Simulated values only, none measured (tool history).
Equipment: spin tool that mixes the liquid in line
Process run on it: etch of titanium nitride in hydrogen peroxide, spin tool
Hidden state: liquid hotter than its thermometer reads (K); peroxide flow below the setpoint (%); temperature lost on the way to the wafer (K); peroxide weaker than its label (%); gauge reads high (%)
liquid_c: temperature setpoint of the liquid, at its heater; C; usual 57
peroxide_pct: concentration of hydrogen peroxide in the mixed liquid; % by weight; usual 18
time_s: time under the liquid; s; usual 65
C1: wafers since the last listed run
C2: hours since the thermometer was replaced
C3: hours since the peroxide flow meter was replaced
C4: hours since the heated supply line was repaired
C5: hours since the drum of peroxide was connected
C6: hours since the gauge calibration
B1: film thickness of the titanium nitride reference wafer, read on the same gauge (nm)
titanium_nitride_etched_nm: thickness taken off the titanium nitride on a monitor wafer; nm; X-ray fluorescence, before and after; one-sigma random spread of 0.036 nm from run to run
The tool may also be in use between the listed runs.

{"run": 1, "hour": 0.0, "liquid_c": 57, "peroxide_pct": 18, "time_s": 65, "C1": 0, "C2": 1968.4, "C3": 99, "C4": 754.7, "C5": 79, "C6": 449.5, "B1": 100.015, "titanium_nitride_etched_nm": 5.473}
{"run": 2, "hour": 8.3, "liquid_c": 57, "peroxide_pct": 18, "time_s": 65, "C1": 67, "C2": 1976.7, "C3": 107.3, "C4": 763, "C5": 87.3, "C6": 457.8, "B1": 100.026, "titanium_nitride_etched_nm": 5.372}
{"hour": 14.7, "done": "gauge calibrated"}
{"run": 3, "hour": 19.5, "liquid_c": 57, "peroxide_pct": 18, "time_s": 65, "C1": 91, "C2": 1987.9, "C3": 118.5, "C4": 774.2, "C5": 98.5, "C6": 4.8, "B1": 100.024, "titanium_nitride_etched_nm": 5.396}
{"run": 4, "hour": 27.1, "liquid_c": 57, "peroxide_pct": 18, "time_s": 65, "C1": 61, "C2": 1995.5, "C3": 126.1, "C4": 781.8, "C5": 106.1, "C6": 12.4, "B1": 99.972, "titanium_nitride_etched_nm": 5.397}
{"run": 5, "hour": 33.8, "liquid_c": 57, "peroxide_pct": 18, "time_s": 65, "C1": 54, "C2": 2002.2, "C3": 132.8, "C4": 788.5, "C5": 112.8, "C6": 19.1, "B1": 100.013, "titanium_nitride_etched_nm": 5.376}
{"run": 6, "hour": 40.5, "liquid_c": 57, "peroxide_pct": 21, "time_s": 65, "C1": 54, "C2": 2008.9, "C3": 139.5, "C4": 795.2, "C5": 119.5, "C6": 25.8, "B1": 100.006, "titanium_nitride_etched_nm": 5.593}
{"hour": 44.3, "done": "heated supply line repaired"}
{"run": 7, "hour": 51.4, "liquid_c": 57, "peroxide_pct": 18, "time_s": 100, "C1": 80, "C2": 2019.8, "C3": 150.4, "C4": 7.1, "C5": 130.4, "C6": 36.7, "B1": 99.989, "titanium_nitride_etched_nm": 8.381}
{"run": 8, "hour": 60.1, "liquid_c": 57, "peroxide_pct": 15.5, "time_s": 85, "C1": 70, "C2": 2028.5, "C3": 159.1, "C4": 15.8, "C5": 139.1, "C6": 45.4, "B1": 100.023, "titanium_nitride_etched_nm": 6.879}
{"run": 9, "hour": 69.9, "liquid_c": 52.5, "peroxide_pct": 18, "time_s": 65, "C1": 79, "C2": 2038.3, "C3": 168.9, "C4": 25.6, "C5": 148.9, "C6": 55.2, "B1": 99.942, "titanium_nitride_etched_nm": 4.001}
{"run": 10, "hour": 80.7, "liquid_c": 57, "peroxide_pct": 22.5, "time_s": 30, "C1": 87, "C2": 2049.1, "C3": 179.7, "C4": 36.4, "C5": 159.7, "C6": 66, "B1": 100.043, "titanium_nitride_etched_nm": 2.603}
{"run": 11, "hour": 97.3, "liquid_c": 57, "peroxide_pct": 18, "time_s": 65, "C1": 135, "C2": 2065.7, "C3": 196.3, "C4": 53, "C5": 176.3, "C6": 82.6, "B1": 100.033, "titanium_nitride_etched_nm": 5.481}
{"run": 12, "hour": 135.6, "liquid_c": 52, "peroxide_pct": 18, "time_s": 65, "C1": 311, "C2": 2104, "C3": 234.6, "C4": 91.3, "C5": 214.6, "C6": 120.9, "B1": 99.998, "titanium_nitride_etched_nm": 3.826}
{"run": 13, "hour": 142.5, "liquid_c": 57, "peroxide_pct": 18, "time_s": 35, "C1": 56, "C2": 2110.9, "C3": 241.5, "C4": 98.2, "C5": 221.5, "C6": 127.8, "B1": 99.94, "titanium_nitride_etched_nm": 2.95}
{"run": 14, "hour": 149.7, "liquid_c": 60.5, "peroxide_pct": 20.5, "time_s": 85, "C1": 58, "C2": 2118.1, "C3": 248.7, "C4": 105.4, "C5": 228.7, "C6": 135, "B1": 99.934, "titanium_nitride_etched_nm": 9.207}
{"run": 15, "hour": 167.2, "liquid_c": 64.5, "peroxide_pct": 22.5, "time_s": 35, "C1": 142, "C2": 2135.6, "C3": 266.2, "C4": 122.9, "C5": 246.2, "C6": 152.5, "B1": 99.974, "titanium_nitride_etched_nm": 4.999}
{"run": 16, "hour": 184.4, "liquid_c": 64.5, "peroxide_pct": 15, "time_s": 65, "C1": 140, "C2": 2152.8, "C3": 283.4, "C4": 140.1, "C5": 263.4, "C6": 169.7, "B1": 100.009, "titanium_nitride_etched_nm": 8.559}
{"hour": 186.8, "done": "thermometer replaced"}
{"run": 17, "hour": 198.8, "liquid_c": 57, "peroxide_pct": 16, "time_s": 65, "C1": 109, "C2": 12, "C3": 297.8, "C4": 154.5, "C5": 277.8, "C6": 184.1, "B1": 99.989, "titanium_nitride_etched_nm": 4.562}
{"run": 18, "hour": 213.0, "liquid_c": 48, "peroxide_pct": 13.5, "time_s": 50, "C1": 115, "C2": 26.2, "C3": 312, "C4": 168.7, "C5": 292, "C6": 198.3, "B1": 99.998, "titanium_nitride_etched_nm": 1.809}
{"run": 19, "hour": 221.7, "liquid_c": 61, "peroxide_pct": 13, "time_s": 90, "C1": 70, "C2": 34.9, "C3": 320.7, "C4": 177.4, "C5": 300.7, "C6": 207, "B1": 99.983, "titanium_nitride_etched_nm": 7.962}
{"run": 20, "hour": 235.0, "liquid_c": 51.5, "peroxide_pct": 18, "time_s": 65, "C1": 108, "C2": 48.2, "C3": 334, "C4": 190.7, "C5": 314, "C6": 220.3, "B1": 99.957, "titanium_nitride_etched_nm": 3.146}
{"run": 21, "hour": 250.5, "liquid_c": 53, "peroxide_pct": 18, "time_s": 65, "C1": 126, "C2": 63.7, "C3": 349.5, "C4": 206.2, "C5": 329.5, "C6": 235.8, "B1": 99.994, "titanium_nitride_etched_nm": 3.513}
{"run": 22, "hour": 259.3, "liquid_c": 64, "peroxide_pct": 21.5, "time_s": 95, "C1": 71, "C2": 72.5, "C3": 358.3, "C4": 215, "C5": 338.3, "C6": 244.6, "B1": 100.042, "titanium_nitride_etched_nm": 11.583}
{"run": 23, "hour": 276.9, "liquid_c": 57, "peroxide_pct": 21.5, "time_s": 40, "C1": 143, "C2": 90.1, "C3": 375.9, "C4": 232.6, "C5": 355.9, "C6": 262.2, "B1": 100.005, "titanium_nitride_etched_nm": 3.014}
{"run": 24, "hour": 285.4, "liquid_c": 63, "peroxide_pct": 18, "time_s": 65, "C1": 69, "C2": 98.6, "C3": 384.4, "C4": 241.1, "C5": 364.4, "C6": 270.7, "B1": 99.946, "titanium_nitride_etched_nm": 7.001}
{"run": 25, "hour": 298.5, "liquid_c": 57, "peroxide_pct": 23.5, "time_s": 65, "C1": 106, "C2": 111.7, "C3": 397.5, "C4": 254.2, "C5": 377.5, "C6": 283.8, "B1": 99.972, "titanium_nitride_etched_nm": 4.977}
{"run": 26, "hour": 310.9, "liquid_c": 57, "peroxide_pct": 18, "time_s": 65, "C1": 101, "C2": 124.1, "C3": 409.9, "C4": 266.6, "C5": 389.9, "C6": 296.2, "B1": 100.021, "titanium_nitride_etched_nm": 4.711}

Here are 3 independent what-if runs from the current tool condition. What would each one return?
{"run": "A", "hour": 311.3, "liquid_c": 48.5, "peroxide_pct": 18, "time_s": 65, "C1": 3, "C2": 124.5, "C3": 410.3, "C4": 267, "C5": 390.3, "C6": 296.6, "B1": "?", "titanium_nitride_etched_nm": "?"}
{"run": "B", "hour": 311.3, "liquid_c": 57, "peroxide_pct": 18, "time_s": 95, "C1": 3, "C2": 124.5, "C3": 410.3, "C4": 267, "C5": 390.3, "C6": 296.6, "B1": "?", "titanium_nitride_etched_nm": "?"}
{"run": "C", "hour": 311.3, "liquid_c": 60.5, "peroxide_pct": 13.5, "time_s": 85, "C1": 3, "C2": 124.5, "C3": 410.3, "C4": 267, "C5": 390.3, "C6": 296.6, "B1": "?", "titanium_nitride_etched_nm": "?"}

run=A B1=99.96 titanium_nitride_etched_nm=2.59
run=B B1=99.96 titanium_nitride_etched_nm=6.917
run=C B1=99.96 titanium_nitride_etched_nm=7.4
With no hidden state in the tool, these same runs would have given:
run=A titanium_nitride_etched_nm=2.554
run=B titanium_nitride_etched_nm=6.827
run=C titanium_nitride_etched_nm=7.306
